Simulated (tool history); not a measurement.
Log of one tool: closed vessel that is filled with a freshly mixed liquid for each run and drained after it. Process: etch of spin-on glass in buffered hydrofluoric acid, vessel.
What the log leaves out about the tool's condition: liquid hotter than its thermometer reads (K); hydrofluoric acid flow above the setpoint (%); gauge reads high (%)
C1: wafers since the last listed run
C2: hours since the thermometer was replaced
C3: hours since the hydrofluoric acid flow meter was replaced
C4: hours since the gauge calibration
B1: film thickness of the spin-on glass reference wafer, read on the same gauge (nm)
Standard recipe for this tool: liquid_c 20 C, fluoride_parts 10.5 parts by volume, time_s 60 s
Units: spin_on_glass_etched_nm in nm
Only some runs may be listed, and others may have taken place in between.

run 1 day=0 | liquid_c=20 fluoride_parts=10.5 time_s=60 | C1=0 C2=429.6 C3=1005.3 C4=495.2 | B1=130.02 | spin_on_glass_etched_nm=177.24
run 2 day=1.55 | liquid_c=20 fluoride_parts=10.5 time_s=60 | C1=4730 C2=466.8 C3=1042.5 C4=532.4 | B1=129.98 | spin_on_glass_etched_nm=178.23
-- day=2.946 gauge calibrated
run 3 day=3.296 | liquid_c=20 fluoride_parts=10.5 time_s=60 | C1=5328 C2=508.7 C3=1084.4 C4=8.4 | B1=130.02 | spin_on_glass_etched_nm=174.72
run 4 day=6.058 | liquid_c=20 fluoride_parts=10.5 time_s=60 | C1=8431 C2=575 C3=1150.7 C4=74.7 | B1=129.97 | spin_on_glass_etched_nm=180.21
run 5 day=9.058 | liquid_c=20 fluoride_parts=10.5 time_s=60 | C1=9156 C2=647 C3=1222.7 C4=146.7 | B1=129.99 | spin_on_glass_etched_nm=181.12
run 6 day=11.417 | liquid_c=20 fluoride_parts=10.5 time_s=60 | C1=7197 C2=703.6 C3=1279.3 C4=203.3 | B1=129.99 | spin_on_glass_etched_nm=181.54
-- day=12.625 hydrofluoric acid flow meter replaced
run 7 day=12.683 | liquid_c=20 fluoride_parts=9 time_s=60 | C1=3738 C2=734 C3=1.4 C4=233.7 | B1=130.02 | spin_on_glass_etched_nm=203.44
run 8 day=14.2 | liquid_c=20 fluoride_parts=9 time_s=60 | C1=4629 C2=770.4 C3=37.8 C4=270.1 | B1=129.97 | spin_on_glass_etched_nm=204.9
run 9 day=15.562 | liquid_c=17 fluoride_parts=8 time_s=70 | C1=4158 C2=803.1 C3=70.5 C4=302.8 | B1=129.99 | spin_on_glass_etched_nm=230.5

The next listed run, before its measurement:
run 10 day=16.875 | liquid_c=20 fluoride_parts=10.5 time_s=60 | C1=4005 C2=834.6 C3=102 C4=334.3 | B1=? | spin_on_glass_etched_nm=?

B1: 130.03
spin_on_glass_etched_nm: 183.83 nm
Had the tool carried no hidden state, the very same run would have given spin_on_glass_etched_nm 168.44 nm.

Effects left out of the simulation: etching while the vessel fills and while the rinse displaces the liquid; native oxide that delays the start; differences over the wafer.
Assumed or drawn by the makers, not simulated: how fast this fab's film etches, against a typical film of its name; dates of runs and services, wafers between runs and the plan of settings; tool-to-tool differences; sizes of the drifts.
